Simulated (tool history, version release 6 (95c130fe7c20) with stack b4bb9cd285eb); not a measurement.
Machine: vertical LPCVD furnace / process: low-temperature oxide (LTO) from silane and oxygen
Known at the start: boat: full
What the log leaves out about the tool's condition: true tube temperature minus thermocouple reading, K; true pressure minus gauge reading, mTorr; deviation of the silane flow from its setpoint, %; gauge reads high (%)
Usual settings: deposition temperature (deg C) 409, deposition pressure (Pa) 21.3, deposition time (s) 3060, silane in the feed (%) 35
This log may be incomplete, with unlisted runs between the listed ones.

| run | day | deposition temperature (deg C) | deposition pressure (Pa) | deposition time (s) | silane in the feed (%) | wafers since the last listed run | hours since the last temperature calibration | hours since the pressure gauge was zeroed | hours since the silane flow controller was replaced | hours since the gauge calibration | read-back reference wafer on the same gauge, thickness | film thickness on the monitor wafer in the middle of the boat (angstrom) |
|---|---|---|---|---|---|---|---|---|---|---|---|---|
| 1 | 0 | 409 | 17.3 | 3060 | 35 | 0 | 2273.2 | 1911.1 | 3396.8 | 1878.3 | 353 | 2551.9 |
|  | 0.1 | gauge calibrated |
| 2 | 2.896 | 409 | 21.3 | 3060 | 35 | 1128 | 2342.7 | 1980.6 | 3466.3 | 67.1 | 342.91 | 3074.6 |
| 3 | 4.862 | 401 | 21.3 | 2310 | 35 | 766 | 2389.9 | 2027.8 | 3513.5 | 114.3 | 343.81 | 2118.7 |
| 4 | 5.888 | 401 | 21.3 | 2310 | 35 | 399 | 2414.5 | 2052.4 | 3538.1 | 138.9 | 344.24 | 2108.4 |
| 5 | 8.508 | 409 | 18 | 3060 | 35 | 1021 | 2477.4 | 2115.3 | 3601 | 201.8 | 345.56 | 2596.9 |
| 6 | 10.254 | 409 | 18 | 3060 | 35 | 680 | 2519.3 | 2157.2 | 3642.9 | 243.7 | 345.71 | 2590.1 |
| 7 | 12.246 | 409 | 18 | 3060 | 35 | 776 | 2567.1 | 2205 | 3690.7 | 291.5 | 346.18 | 2612.4 |
| 8 | 13.933 | 409 | 21.3 | 3060 | 35 | 657 | 2607.6 | 2245.5 | 3731.2 | 332 | 347.34 | 3078.9 |
| 9 | 15.842 | 409 | 21.3 | 3060 | 35 | 743 | 2653.4 | 2291.3 | 3777 | 377.8 | 347.79 | 3100.7 |
| 10 | 17.125 | 409 | 21.3 | 3870 | 35 | 500 | 2684.2 | 2322.1 | 3807.8 | 408.6 | 347.94 | 3891.5 |
| 11 | 18.792 | 409 | 22.7 | 3060 | 35 | 649 | 2724.2 | 2362.1 | 3847.8 | 448.6 | 348.44 | 3305.1 |
|  | 21.067 | silane flow controller replaced |
| 12 | 21.117 | 405 | 18.7 | 4080 | 35 | 516 | 2780 | 2417.9 | 1.2 | 504.4 | 349.19 | 3453 |
|  | 22.3 | thermocouples replaced and temperature profile calibrated |
| 13 | 22.321 | 409 | 21.3 | 3060 | 35 | 79 | 0.5 | 2446.8 | 30.1 | 533.3 | 348.68 | 3088.9 |
| 14 | 23.825 | 409 | 21.3 | 1920 | 35 | 586 | 36.6 | 2482.9 | 66.2 | 569.4 | 349.36 | 1949.6 |
| 15 | 25.404 | 409 | 21.3 | 2670 | 35 | 615 | 74.5 | 2520.8 | 104.1 | 607.3 | 349.88 | 2711.9 |
| 16 | 26.458 | 399 | 21.3 | 3060 | 35 | 410 | 99.8 | 2546.1 | 129.4 | 632.6 | 350.09 | 2755.3 |
| 17 | 27.825 | 416 | 21.3 | 3060 | 35 | 532 | 132.6 | 2578.9 | 162.2 | 665.4 | 349.9 | 3360.8 |
| 18 | 36.179 | 409 | 20 | 3060 | 35 | 3255 | 333.1 | 2779.4 | 362.7 | 865.9 | 351.93 | 2925.2 |
| 19 | 37.283 | 401 | 21.3 | 2310 | 35 | 430 | 359.6 | 2805.9 | 389.2 | 892.4 | 351.69 | 2172.9 |
|  | 38.75 | pressure gauge zeroed |
| 20 | 38.938 | 409 | 20 | 3060 | 35 | 254 | 399.3 | 4.5 | 428.9 | 932.1 | 352.25 | 2940.6 |
| 21 | 41.221 | 401 | 21.3 | 3060 | 38 | 889 | 454.1 | 59.3 | 483.7 | 986.9 | 351.96 | 3169.3 |
| 22 | 43.488 | 409 | 25.3 | 4170 | 35 | 883 | 508.5 | 113.7 | 538.1 | 1041.3 | 352.25 | 5080.5 |
| 23 | 45.688 | 400 | 18 | 4260 | 40 | 857 | 561.3 | 166.5 | 590.9 | 1094.1 | 352.97 | 3935.1 |
| 24 | 47.196 | 402 | 18.7 | 3060 | 35 | 587 | 597.5 | 202.7 | 627.1 | 1130.3 | 352.19 | 2526.7 |
| 25 | 49.346 | 402 | 22.7 | 2070 | 32 | 837 | 649.1 | 254.3 | 678.7 | 1181.9 | 352.32 | 1838 |
| 26 | 50.583 | 409 | 21.3 | 2190 | 35 | 482 | 678.8 | 284 | 708.4 | 1211.6 | 352.69 | 2259.7 |
| 27 | 53.162 | 409 | 21.3 | 3060 | 35 | 1005 | 740.7 | 345.9 | 770.3 | 1273.5 | 353.95 | 3161 |
| 28 | 54.504 | 409 | 21.3 | 2580 | 35 | 522 | 772.9 | 378.1 | 802.5 | 1305.7 | 353.23 | 2656.3 |
| 29 | 57.4 | 416 | 26.7 | 1980 | 35 | 1128 | 842.4 | 447.6 | 872 | 1375.2 | 353.89 | 2733.2 |
| 30 | 59.504 | 409 | 16 | 2700 | 35 | 819 | 892.9 | 498.1 | 922.5 | 1425.7 | 353.49 | 2100.2 |

Hidden state or all else? Some run-to-run changes of film thickness on the monitor wafer in the middle of the boat (angstrom), split into what the settings, what came in and random variation would give without the hidden state, and what is left for the hidden state (with any gauge scatter that isn't in both results):
Run 1 -> 2: deposition pressure (Pa) 17.3 -> 21.3, gauge calibrated. film thickness on the monitor wafer in the middle of the boat (angstrom) +522.7: hidden state -66, all else +588.7.
Run 21 -> 22: deposition temperature (deg C) 401 -> 409, deposition pressure (Pa) 21.3 -> 25.3, deposition time (s) 3060 -> 4170, silane in the feed (%) 38 -> 35. film thickness on the monitor wafer in the middle of the boat (angstrom) +1911.2: hidden state +70.1, all else +1841.1.
Run 22 -> 23: deposition temperature (deg C) 409 -> 400, deposition pressure (Pa) 25.3 -> 18, deposition time (s) 4170 -> 4260, silane in the feed (%) 35 -> 40. film thickness on the monitor wafer in the middle of the boat (angstrom) -1145.4: hidden state -38.4, all else -1107.
Run 23 -> 24: deposition temperature (deg C) 400 -> 402, deposition pressure (Pa) 18 -> 18.7, deposition time (s) 4260 -> 3060, silane in the feed (%) 40 -> 35. film thickness on the monitor wafer in the middle of the boat (angstrom) -1408.4: hidden state -49.8, all else -1358.6.

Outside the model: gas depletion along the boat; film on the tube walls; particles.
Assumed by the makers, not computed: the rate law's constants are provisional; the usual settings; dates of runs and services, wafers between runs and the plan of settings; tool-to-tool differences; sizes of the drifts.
